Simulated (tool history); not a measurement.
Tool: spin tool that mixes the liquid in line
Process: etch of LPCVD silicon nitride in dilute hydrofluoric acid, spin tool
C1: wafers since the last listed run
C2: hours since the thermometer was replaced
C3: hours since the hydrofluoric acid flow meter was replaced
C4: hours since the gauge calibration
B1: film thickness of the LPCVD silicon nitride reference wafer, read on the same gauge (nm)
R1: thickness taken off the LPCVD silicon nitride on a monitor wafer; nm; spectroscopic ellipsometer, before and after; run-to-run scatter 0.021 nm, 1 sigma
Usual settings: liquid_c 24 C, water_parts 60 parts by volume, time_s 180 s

Run 1, hour 0: usual settings; C1 0; C2 834.4; C3 1982.8; C4 953.7; B1 128.232. Result: R1 1.432 nm.
Run 2, hour 50.2: usual settings; C1 215; C2 884.6; C3 2033; C4 1003.9; B1 127.923. Result: R1 1.418 nm.
Run 3, hour 119.9: usual settings; C1 298; C2 954.3; C3 2102.7; C4 1073.6; B1 127.46. Result: R1 1.411 nm.
Run 4, hour 180.1: usual settings but time_s 110 s; C1 258; C2 1014.5; C3 2162.9; C4 1133.8; B1 127.066. Result: R1 0.871 nm.
Run 5, hour 242.7: usual settings but time_s 110 s; C1 268; C2 1077.1; C3 2225.5; C4 1196.4; B1 126.611. Result: R1 0.882 nm.
Run 6, hour 288.1: usual settings but time_s 110 s; C1 194; C2 1122.5; C3 2270.9; C4 1241.8; B1 126.263. Result: R1 0.852 nm.
Run 7, hour 321.3: usual settings; C1 142; C2 1155.7; C3 2304.1; C4 1275; B1 126.022. Result: R1 1.402 nm.
At hour 323.4: thermometer replaced.
Run 8, hour 362.4: usual settings; C1 172; C2 39; C3 2345.2; C4 1316.1; B1 125.664. Result: R1 1.431 nm.
Run 9, hour 405.3: usual settings but liquid_c 25 C; C1 184; C2 81.9; C3 2388.1; C4 1359; B1 125.326. Result: R1 1.506 nm.
Run 10, hour 466: usual settings but liquid_c 25 C; C1 260; C2 142.6; C3 2448.8; C4 1419.7; B1 124.807. Result: R1 1.485 nm.
Run 11, hour 516.4: usual settings but liquid_c 25 C; C1 216; C2 193; C3 2499.2; C4 1470.1; B1 124.342. Result: R1 1.458 nm.
Run 12, hour 584.3: usual settings but water_parts 75 parts by volume; C1 291; C2 260.9; C3 2567.1; C4 1538; B1 123.729. Result: R1 1.101 nm.
Run 13, hour 645.2: usual settings but water_parts 75 parts by volume; C1 261; C2 321.8; C3 2628; C4 1598.9; B1 123.127. Result: R1 1.087 nm.
At hour 653.8: gauge calibrated.
Run 14, hour 680.4: usual settings but water_parts 75 parts by volume; C1 150; C2 357; C3 2663.2; C4 26.6; B1 130.047. Result: R1 1.142 nm.
Run 15, hour 742.3: usual settings but liquid_c 26 C, time_s 230 s; C1 265; C2 418.9; C3 2725.1; C4 88.5; B1 130.028. Result: R1 2.114 nm.
At hour 743.8: hydrofluoric acid flow meter replaced.
Run 16, hour 794.1: usual settings; C1 217; C2 470.7; C3 50.3; C4 140.3; B1 129.965. Result: R1 1.427 nm.
Run 17, hour 852.1: usual settings; C1 248; C2 528.7; C3 108.3; C4 198.3; B1 129.936. Result: R1 1.465 nm.
Run 18, hour 882.8: usual settings but time_s 110 s; C1 131; C2 559.4; C3 139; C4 229; B1 129.874. Result: R1 0.871 nm.
Run 19, hour 936: usual settings but liquid_c 22.5 C, water_parts 80 parts by volume, time_s 240 s; C1 228; C2 612.6; C3 192.2; C4 282.2; B1 129.791. Result: R1 1.302 nm.
Run 20, hour 996.9: usual settings but liquid_c 20.5 C, water_parts 85 parts by volume, time_s 135 s; C1 261; C2 673.5; C3 253.1; C4 343.1; B1 129.662. Result: R1 0.592 nm.
Run 21, hour 1028.4: usual settings but water_parts 85 parts by volume, time_s 240 s; C1 135; C2 705; C3 284.6; C4 374.6; B1 129.595. Result: R1 1.356 nm.
Run 22, hour 1055.8: usual settings but liquid_c 19.5 C, time_s 120 s; C1 117; C2 732.4; C3 312; C4 402; B1 129.53. Result: R1 0.711 nm.
Run 23, hour 1248.1: usual settings; C1 824; C2 924.7; C3 504.3; C4 594.3; B1 128.941. Result: R1 1.437 nm.
Run 24, hour 1283.5: usual settings but liquid_c 25 C; C1 151; C2 960.1; C3 539.7; C4 629.7; B1 128.811. Result: R1 1.507 nm.
At hour 1325.8: thermometer replaced.
Run 25, hour 1353.2: usual settings but liquid_c 28 C, time_s 255 s; C1 294; C2 27.4; C3 609.4; C4 699.4; B1 128.517. Result: R1 2.651 nm.
Run 26, hour 1403.4: usual settings but liquid_c 28 C, time_s 225 s; C1 215; C2 77.6; C3 659.6; C4 749.6; B1 128.293. Result: R1 2.316 nm.
Run 27, hour 1439.8: usual settings; C1 156; C2 114; C3 696; C4 786; B1 128.125. Result: R1 1.383 nm.
Run 28, hour 1473.7: usual settings but liquid_c 20 C, time_s 255 s; C1 145; C2 147.9; C3 729.9; C4 819.9; B1 127.947. Result: R1 1.515 nm.
Run 29, hour 1535.9: usual settings but liquid_c 19.5 C, water_parts 45 parts by volume, time_s 75 s; C1 266; C2 210.1; C3 792.1; C4 882.1; B1 127.626. Result: R1 0.573 nm.
Run 30, hour 1635.9: usual settings but liquid_c 27 C, time_s 145 s; C1 428; C2 310.1; C3 892.1; C4 982.1; B1 127.033. Result: R1 1.371 nm.
Run 31, hour 1660.1: usual settings but water_parts 50 parts by volume, time_s 120 s; C1 103; C2 334.3; C3 916.3; C4 1006.3; B1 126.899. Result: R1 1.124 nm.

Some steps in R1, run to run, broken into two amounts with sign: the step expected even without the hidden condition (settings, incoming material, random variation), and the rest, left for the hidden condition together with whatever gauge scatter is not in both the measured and the hidden-condition-free result:
The hidden state here: liquid colder than its thermometer reads (K); hydrofluoric acid flow below the setpoint (%); gauge reads high (%).
Run 6 -> 7: time_s 110 -> 180. R1 +0.55 nm: hidden state -0.02, all else +0.57.
Run 13 -> 14: gauge calibrated. R1 +0.055 nm: hidden state +0.061, all else -0.006.
Run 14 -> 15: liquid_c 24 -> 26, water_parts 75 -> 60, time_s 180 -> 230. R1 +0.972 nm: hidden state -0.001, all else +0.973.
Run 24 -> 25: liquid_c 25 -> 28, time_s 180 -> 255, thermometer replaced. R1 +1.144 nm: hidden state -0.017, all else +1.161.
Run 28 -> 29: liquid_c 20 -> 19.5, water_parts 60 -> 45, time_s 255 -> 75. R1 -0.942 nm: hidden state +0.015, all else -0.957.
Run 29 -> 30: liquid_c 19.5 -> 27, water_parts 45 -> 60, time_s 75 -> 145. R1 +0.798 nm: hidden state -0.022, all else +0.82.
